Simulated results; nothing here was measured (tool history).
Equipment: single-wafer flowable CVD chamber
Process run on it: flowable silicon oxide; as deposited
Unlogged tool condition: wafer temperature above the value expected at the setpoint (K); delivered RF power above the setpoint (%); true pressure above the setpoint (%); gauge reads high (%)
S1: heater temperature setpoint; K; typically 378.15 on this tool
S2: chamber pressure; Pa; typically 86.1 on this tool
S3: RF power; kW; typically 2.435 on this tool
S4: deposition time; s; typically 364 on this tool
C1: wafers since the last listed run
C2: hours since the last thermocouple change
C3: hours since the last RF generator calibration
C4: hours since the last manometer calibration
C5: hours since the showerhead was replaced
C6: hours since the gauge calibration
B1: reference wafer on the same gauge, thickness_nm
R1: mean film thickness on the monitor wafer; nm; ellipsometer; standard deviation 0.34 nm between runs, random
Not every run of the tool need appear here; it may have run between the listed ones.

run 1 day=0 | S1=378.15 S2=86.1 S3=2.435 S4=364 | C1=0 C2=2812.8 C3=1780.8 C4=2058.7 C5=128.4 C6=1364.1 | B1=113.612 | R1=136.706
run 2 day=2.142 | S1=378.15 S2=86.1 S3=2.435 S4=364 | C1=278 C2=2864.2 C3=1832.2 C4=2110.1 C5=179.8 C6=1415.5 | B1=113.637 | R1=136.697
-- day=4.679 capacitance manometer re-zeroed and calibrated
run 3 day=5.025 | S1=378.15 S2=70.5 S3=2.435 S4=364 | C1=331 C2=2933.4 C3=1901.4 C4=8.3 C5=249 C6=1484.7 | B1=113.565 | R1=111.859
run 4 day=6.879 | S1=383.15 S2=66 S3=2.435 S4=364 | C1=240 C2=2977.9 C3=1945.9 C4=52.8 C5=293.5 C6=1529.2 | B1=113.541 | R1=89.256
run 5 day=8.388 | S1=391.15 S2=101.3 S3=2.005 S4=423 | C1=195 C2=3014.1 C3=1982.1 C4=89 C5=329.7 C6=1565.4 | B1=113.479 | R1=119.012
-- day=10.308 gauge calibrated
run 6 day=10.338 | S1=378.15 S2=86.1 S3=2.435 S4=364 | C1=253 C2=3060.9 C3=2028.9 C4=135.8 C5=376.5 C6=0.7 | B1=117.562 | R1=141.812
run 7 day=12.129 | S1=365.15 S2=91.7 S3=2.295 S4=303 | C1=232 C2=3103.9 C3=2071.9 C4=178.8 C5=419.5 C6=43.7 | B1=117.066 | R1=188.929
run 8 day=14.708 | S1=378.15 S2=72.7 S3=2.435 S4=408 | C1=335 C2=3165.8 C3=2133.8 C4=240.7 C5=481.4 C6=105.6 | B1=116.725 | R1=132.621
-- day=16.15 thermocouple changed; heater temperature recalibrated
run 9 day=16.979 | S1=378.15 S2=86.1 S3=2.435 S4=364 | C1=251 C2=19.9 C3=2188.3 C4=295.2 C5=535.9 C6=160.1 | B1=116.357 | R1=140.394
run 10 day=18.9 | S1=378.15 S2=86.1 S3=2.865 S4=364 | C1=249 C2=66 C3=2234.4 C4=341.3 C5=582 C6=206.2 | B1=116.255 | R1=143.406
-- day=20.112 RF generator calibrated
run 11 day=20.133 | S1=387.15 S2=106.7 S3=1.985 S4=364 | C1=116 C2=95.6 C3=0.5 C4=370.9 C5=611.6 C6=235.8 | B1=116.061 | R1=123.892
run 12 day=20.992 | S1=378.15 S2=70.4 S3=2.56 S4=364 | C1=111 C2=116.2 C3=21.1 C4=391.5 C5=632.2 C6=256.4 | B1=115.945 | R1=115.118
run 13 day=22.754 | S1=378.15 S2=72.7 S3=2.435 S4=408 | C1=228 C2=158.5 C3=63.4 C4=433.8 C5=674.5 C6=298.7 | B1=115.78 | R1=131.834
run 14 day=24.217 | S1=378.15 S2=86.1 S3=2.435 S4=364 | C1=189 C2=193.6 C3=98.5 C4=468.9 C5=709.6 C6=333.8 | B1=115.662 | R1=139.069
run 15 day=26.308 | S1=378.15 S2=86.1 S3=2.435 S4=403 | C1=271 C2=243.8 C3=148.7 C4=519.1 C5=759.8 C6=384 | B1=115.523 | R1=153.666
run 16 day=28.554 | S1=378.15 S2=86.1 S3=2.435 S4=364 | C1=291 C2=297.7 C3=202.6 C4=573 C5=813.7 C6=437.9 | B1=115.312 | R1=138.621
run 17 day=30.346 | S1=378.15 S2=66.1 S3=2.845 S4=364 | C1=232 C2=340.7 C3=245.6 C4=616 C5=856.7 C6=480.9 | B1=115.179 | R1=109.482
run 18 day=32.408 | S1=378.15 S2=65.1 S3=2.005 S4=364 | C1=267 C2=390.2 C3=295.1 C4=665.5 C5=906.2 C6=530.4 | B1=115.12 | R1=99.693
run 19 day=33.871 | S1=383.15 S2=74.4 S3=2.595 S4=316 | C1=189 C2=425.3 C3=330.2 C4=700.6 C5=941.3 C6=565.5 | B1=114.959 | R1=89.448
run 20 day=36.771 | S1=384.15 S2=76.3 S3=2.435 S4=427 | C1=376 C2=494.9 C3=399.8 C4=770.2 C5=1010.9 C6=635.1 | B1=114.859 | R1=118.732
run 21 day=39.412 | S1=378.15 S2=86.1 S3=2.435 S4=364 | C1=343 C2=558.3 C3=463.2 C4=833.6 C5=1074.3 C6=698.5 | B1=114.845 | R1=137.903
run 22 day=40.454 | S1=378.15 S2=95.7 S3=2.435 S4=329 | C1=135 C2=583.3 C3=488.2 C4=858.6 C5=1099.3 C6=723.5 | B1=114.706 | R1=139.068
run 23 day=41.621 | S1=387.15 S2=68.7 S3=2.83 S4=401 | C1=151 C2=611.3 C3=516.2 C4=886.6 C5=1127.3 C6=751.5 | B1=114.636 | R1=93.618
run 24 day=44.538 | S1=371.15 S2=86.1 S3=2.435 S4=364 | C1=378 C2=681.3 C3=586.2 C4=956.6 C5=1197.3 C6=821.5 | B1=114.565 | R1=172.949
run 25 day=46.317 | S1=378.15 S2=65.1 S3=2.005 S4=364 | C1=231 C2=724 C3=628.9 C4=999.3 C5=1240 C6=864.2 | B1=114.451 | R1=99.246
run 26 day=48.812 | S1=370.15 S2=86.1 S3=2.435 S4=364 | C1=324 C2=783.9 C3=688.8 C4=1059.2 C5=1299.9 C6=924.1 | B1=114.485 | R1=178.266
run 27 day=51.633 | S1=378.15 S2=86.1 S3=2.435 S4=364 | C1=366 C2=851.6 C3=756.5 C4=1126.9 C5=1367.6 C6=991.8 | B1=114.363 | R1=137.37
run 28 day=54.221 | S1=389.15 S2=86.1 S3=2.23 S4=364 | C1=336 C2=913.7 C3=818.6 C4=1189 C5=1429.7 C6=1053.9 | B1=114.335 | R1=95.749

Hidden condition of the tool, last listed run before each entry between runs versus first listed run after:
Run 2 -> run 3: capacitance manometer re-zeroed and calibrated (day 4.679)
  gauge reads high (%): -2.9 -> -2.92
  difference, measured minus the result without the unlogged condition, R1: -4.08 -> -3.363 nm
Run 5 -> run 6: gauge calibrated (day 10.308)
  gauge reads high (%): -2.94 -> 0.385
  difference, measured minus the result without the unlogged condition, R1: -3.603 -> +0.544 nm
Run 8 -> run 9: thermocouple changed; heater temperature recalibrated (day 16.15)
  gauge reads high (%): -0.219 -> -0.483
  difference, measured minus the result without the unlogged condition, R1: -0.291 -> -0.682 nm
Run 10 -> run 11: RF generator calibrated (day 20.112)
  gauge reads high (%): -0.684 -> -0.803
  difference, measured minus the result without the unlogged condition, R1: -0.988 -> -1.002 nm
